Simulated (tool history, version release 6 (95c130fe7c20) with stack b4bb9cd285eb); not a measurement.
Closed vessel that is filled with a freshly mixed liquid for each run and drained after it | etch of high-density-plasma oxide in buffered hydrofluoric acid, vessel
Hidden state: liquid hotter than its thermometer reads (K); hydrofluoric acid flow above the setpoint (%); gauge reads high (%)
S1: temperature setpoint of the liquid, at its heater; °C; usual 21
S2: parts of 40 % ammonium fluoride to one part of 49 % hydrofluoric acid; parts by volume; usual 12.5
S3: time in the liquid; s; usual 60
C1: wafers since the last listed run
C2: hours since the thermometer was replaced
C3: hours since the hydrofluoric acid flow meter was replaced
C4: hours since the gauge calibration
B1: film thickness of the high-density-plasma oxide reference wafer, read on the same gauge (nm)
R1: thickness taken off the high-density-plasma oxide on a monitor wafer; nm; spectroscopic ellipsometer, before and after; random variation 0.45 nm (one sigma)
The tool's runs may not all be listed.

| run | hour | S1 | S2 | S3 | C1 | C2 | C3 | C4 | B1 | R1 |
|---|---|---|---|---|---|---|---|---|---|---|
| 1 | 0 | 21 | 12.5 | 60 | 0 | 423 | 1910.9 | 176.8 | 119.99 | 52.79 |
| 2 | 26.5 | 21 | 12.5 | 60 | 3562 | 449.5 | 1937.4 | 203.3 | 120 | 53.47 |
| 3 | 41.9 | 21 | 12.5 | 60 | 2070 | 464.9 | 1952.8 | 218.7 | 119.97 | 53.69 |
| 4 | 64.7 | 21 | 12.5 | 60 | 3064 | 487.7 | 1975.6 | 241.5 | 120.02 | 53.86 |
| 5 | 85.9 | 21 | 12.5 | 60 | 2849 | 508.9 | 1996.8 | 262.7 | 119.99 | 53.56 |
| 6 | 108.3 | 21 | 12.5 | 70 | 3010 | 531.3 | 2019.2 | 285.1 | 119.99 | 62.2 |
| 7 | 127.1 | 21 | 12.5 | 70 | 2527 | 550.1 | 2038 | 303.9 | 120 | 63.49 |
|  | 138.5 | hydrofluoric acid flow meter replaced |
| 8 | 157.3 | 21 | 12.5 | 60 | 3924 | 580.3 | 18.8 | 334.1 | 120 | 54.81 |
|  | 158.7 | gauge calibrated |
|  | 160.6 | thermometer replaced |
| 9 | 170.5 | 21 | 12.5 | 60 | 1639 | 9.9 | 32 | 11.8 | 120.01 | 48.92 |
| 10 | 197 | 18 | 7.5 | 60 | 3562 | 36.4 | 58.5 | 38.3 | 119.99 | 66.39 |
| 11 | 216.8 | 21 | 12.5 | 60 | 2661 | 56.2 | 78.3 | 58.1 | 120 | 48.22 |
| 12 | 234.2 | 25 | 12.5 | 60 | 2338 | 73.6 | 95.7 | 75.5 | 120 | 61.63 |
| 13 | 248.9 | 17 | 12.5 | 60 | 1975 | 88.3 | 110.4 | 90.2 | 119.99 | 39.53 |
| 14 | 269 | 21 | 12.5 | 60 | 2701 | 108.4 | 130.5 | 110.3 | 120 | 48.62 |
| 15 | 288.7 | 26 | 10.5 | 30 | 2648 | 128.1 | 150.2 | 130 | 120 | 38.65 |
| 16 | 305.9 | 21 | 14 | 60 | 2311 | 145.3 | 167.4 | 147.2 | 120 | 44.37 |
| 17 | 330.2 | 21 | 7.5 | 60 | 3266 | 169.6 | 191.7 | 171.5 | 120.01 | 78.78 |
| 18 | 360.2 | 21 | 12.5 | 60 | 4032 | 199.6 | 221.7 | 201.5 | 120.03 | 50.02 |

Measured less the same run without the tool's hidden state. The same run-to-run variation is in both; the gauge's scatter may not be:
| run | R1 |
|---|---|
| 1 | +5.11 |
| 2 | +5.47 |
| 3 | +5.65 |
| 4 | +5.93 |
| 5 | +6.13 |
| 6 | +7.39 |
| 7 | +7.79 |
| 8 | +7.07 |
| 9 | +0.38 |
| 10 | +0.93 |
| 11 | +0.88 |
| 12 | +1.35 |
| 13 | +1.04 |
| 14 | +1.46 |
| 15 | +1.31 |
| 16 | +1.72 |
| 17 | +3.46 |
| 18 | +2.54 |
